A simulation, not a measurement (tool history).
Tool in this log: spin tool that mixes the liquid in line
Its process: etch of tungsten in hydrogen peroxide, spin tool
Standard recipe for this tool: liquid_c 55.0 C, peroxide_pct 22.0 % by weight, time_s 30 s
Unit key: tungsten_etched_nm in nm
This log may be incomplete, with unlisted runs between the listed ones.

| run | hour | liquid_c | peroxide_pct | time_s | read-back film thickness of the tungsten reference wafer, read on the same gauge (nm) | tungsten_etched_nm |
|---|---|---|---|---|---|---|
| 1 | 0.0 | 55.0 | 22.0 | 30 | 39.96 | 35.09 |
|  | 15.4 | peroxide flow meter replaced |
| 2 | 15.9 | 55.0 | 22.0 | 15 | 39.97 | 17.27 |
| 3 | 40.2 | 50.5 | 22.0 | 30 | 40.02 | 26.42 |
| 4 | 57.7 | 55.0 | 19.0 | 40 | 39.98 | 43.61 |
| 5 | 70.4 | 55.0 | 19.0 | 40 | 39.97 | 42.50 |
| 6 | 103.4 | 55.0 | 28.5 | 30 | 40.00 | 39.29 |
|  | 119.8 | new drum of peroxide connected |
| 7 | 133.0 | 63.0 | 22.0 | 30 | 40.00 | 56.75 |
| 8 | 159.9 | 59.0 | 24.0 | 15 | 40.04 | 23.00 |
| 9 | 195.1 | 47.5 | 18.5 | 20 | 40.05 | 13.58 |
| 10 | 210.2 | 55.0 | 22.0 | 30 | 40.02 | 34.86 |
| 11 | 232.4 | 47.5 | 22.0 | 30 | 40.01 | 21.76 |
|  | 240.6 | heated supply line repaired |
| 12 | 246.6 | 55.0 | 22.0 | 30 | 39.98 | 38.03 |
| 13 | 262.8 | 55.0 | 22.0 | 30 | 39.98 | 37.62 |
| 14 | 288.2 | 55.0 | 22.0 | 25 | 40.03 | 31.21 |
| 15 | 315.0 | 60.0 | 27.5 | 15 | 39.98 | 27.87 |
| 16 | 349.6 | 46.0 | 24.5 | 20 | 40.04 | 14.99 |
| 17 | 381.5 | 55.0 | 16.5 | 30 | 40.03 | 31.93 |
|  | 384.2 | gauge calibrated |
| 18 | 399.9 | 55.0 | 22.0 | 50 | 39.98 | 61.07 |
| 19 | 417.9 | 55.0 | 28.0 | 30 | 39.98 | 41.20 |
| 20 | 430.0 | 55.0 | 19.0 | 40 | 40.00 | 45.01 |
| 21 | 458.3 | 52.5 | 26.5 | 30 | 39.99 | 34.37 |
| 22 | 474.6 | 55.0 | 24.5 | 40 | 40.00 | 51.51 |
| 23 | 495.3 | 55.0 | 22.0 | 30 | 40.01 | 36.68 |
|  | 522.2 | thermometer replaced |
| 24 | 523.6 | 48.5 | 28.0 | 30 | 40.06 | 27.30 |
| 25 | 555.6 | 55.0 | 22.0 | 20 | 40.03 | 23.92 |
| 26 | 583.3 | 51.5 | 19.0 | 25 | 40.01 | 22.63 |
| 27 | 600.9 | 62.5 | 18.0 | 30 | 40.06 | 49.65 |

Below are 3 alternative next runs, each starting from the tool's condition after run 27. Predict each:
| A | 601.3 | 55.0 | 17.5 | 30 | ? | ? |
| B | 601.3 | 48.0 | 27.5 | 15 | ? | ? |
| C | 601.3 | 64.5 | 19.5 | 45 | ? | ? |

| run | read-back film thickness of the tungsten reference wafer, read on the same gauge (nm) | tungsten_etched_nm |
|---|---|---|
| A | 39.98 | 31.82 |
| B | 39.98 | 13.02 |
| C | 39.98 | 87.32 |
Take away the tool's hidden state, keep each run's random variation, and the runs would have read:
| run | tungsten_etched_nm |
|---|---|
| A | 34.43 |
| B | 14.12 |
| C | 94.22 |
